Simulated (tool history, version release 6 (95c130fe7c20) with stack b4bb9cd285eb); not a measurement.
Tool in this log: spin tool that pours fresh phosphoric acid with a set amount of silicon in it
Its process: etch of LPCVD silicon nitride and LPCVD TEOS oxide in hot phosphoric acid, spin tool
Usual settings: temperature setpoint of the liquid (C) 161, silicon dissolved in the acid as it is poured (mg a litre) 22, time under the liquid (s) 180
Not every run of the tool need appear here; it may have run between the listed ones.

run	hour	temperature setpoint of the liquid (C)	silicon dissolved in the acid as it is poured (mg a litre)	time under the liquid (s)	wafers since the last listed run	hours since the thermometer was replaced	hours since the dissolved silicon flow meter was replaced	hours since the heated supply line was repaired	hours since the gauge calibration	read-back film thickness of the LPCVD silicon nitride reference wafer, read on the same gauge (nm)	read-back film thickness of the LPCVD TEOS oxide reference wafer, read on the same gauge (nm)	thickness taken off the LPCVD silicon nitride on a monitor wafer (angstrom)	thickness taken off the LPCVD TEOS oxide on a monitor wafer (angstrom)
1	0	161	22	180	0	43.6	653.9	203.2	1104.4	89.97	50.004	182.8	6.37
# hour 17.2: dissolved silicon flow meter replaced
2	45.1	161	22	180	215	88.7	27.9	248.3	1149.5	89.99	49.991	184	5.74
3	113.6	161	22	180	334	157.2	96.4	316.8	1218	90.01	50.002	180.9	6.41
4	162.5	161	26	180	238	206.1	145.3	365.7	1266.9	90.02	50.01	180.4	5.24
5	213.3	161	22	180	248	256.9	196.1	416.5	1317.7	90.01	50.002	181.8	6.1
6	270.2	161	22	180	277	313.8	253	473.4	1374.6	90.03	50.007	180.5	5.54
7	330.9	158.5	15	180	296	374.5	313.7	534.1	1435.3	90.02	49.997	163.9	5.81
8	389.4	158	10.5	290	285	433	372.2	592.6	1493.8	89.97	50.023	259.9	9.65
9	446.2	158	27	235	277	489.8	429	649.4	1550.6	90.01	49.993	208.3	4.91
10	497.5	161	22	210	250	541.1	480.3	700.7	1601.9	90.02	50.018	207.1	6.78
# hour 521.6: gauge calibrated
11	566.7	161	13.5	105	337	610.3	549.5	769.9	45.1	90	50.01	103.1	4.06
12	630.8	163.5	14.5	85	312	674.4	613.6	834	109.2	90	49.996	89.7	3.78
# hour 633.2: dissolved silicon flow meter replaced
# hour 644.1: heated supply line repaired
13	702.5	163.5	14.5	85	340	746.1	69.3	58.4	180.9	89.99	49.993	94.9	4.17
14	729.7	161	22	180	132	773.3	96.5	85.6	208.1	89.99	50.002	182.7	5.77
15	792.6	161	14.5	180	307	836.2	159.4	148.5	271	90.02	50.01	182.6	7.13
16	853.3	160	33.5	150	296	896.9	220.1	209.2	331.7	89.99	50.012	148.5	3.24
17	885.2	161	22	180	155	928.8	252	241.1	363.6	90	49.994	181.6	5.87
18	942.8	159.5	22	235	281	986.4	309.6	298.7	421.2	90.01	49.979	226.5	6.89
19	970.3	161	22	180	134	1013.9	337.1	326.2	448.7	89.97	50.035	181.4	6.35
# hour 976.2: thermometer replaced
20	1013.8	161	12.5	180	207	37.6	380.6	369.7	492.2	90	49.998	182.4	7.42
21	1067.7	158	14.5	235	263	91.5	434.5	423.6	546.1	90.04	50.017	210.8	7.81

Predict each of these 5 candidate next runs independently; none follows another, all start after run 21:
A	1068.2	161	22	180	2	92	435	424.1	546.6	?	?	?	?
B	1068.2	159	6.5	85	2	92	435	424.1	546.6	?	?	?	?
C	1068.2	160	7	145	2	92	435	424.1	546.6	?	?	?	?
D	1068.2	163.5	35.5	285	2	92	435	424.1	546.6	?	?	?	?
E	1068.2	163	35	120	2	92	435	424.1	546.6	?	?	?	?

run	read-back film thickness of the LPCVD silicon nitride reference wafer, read on the same gauge (nm)	read-back film thickness of the LPCVD TEOS oxide reference wafer, read on the same gauge (nm)	thickness taken off the LPCVD silicon nitride on a monitor wafer (angstrom)	thickness taken off the LPCVD TEOS oxide on a monitor wafer (angstrom)
A	90	49.977	179.5	6.19
B	90	49.977	79.2	3.7
C	90	49.977	139.8	6.73
D	90	49.977	308.9	6.96
E	90	49.977	127.9	2.9
The same runs, with their run-to-run variation unchanged, on a tool lacking any hidden condition would have given:
run	thickness taken off the LPCVD silicon nitride on a monitor wafer (angstrom)	thickness taken off the LPCVD TEOS oxide on a monitor wafer (angstrom)
A	185.4	6.64
B	81.8	3.98
C	144.4	7.23
D	318.9	7.47
E	132.1	3.11

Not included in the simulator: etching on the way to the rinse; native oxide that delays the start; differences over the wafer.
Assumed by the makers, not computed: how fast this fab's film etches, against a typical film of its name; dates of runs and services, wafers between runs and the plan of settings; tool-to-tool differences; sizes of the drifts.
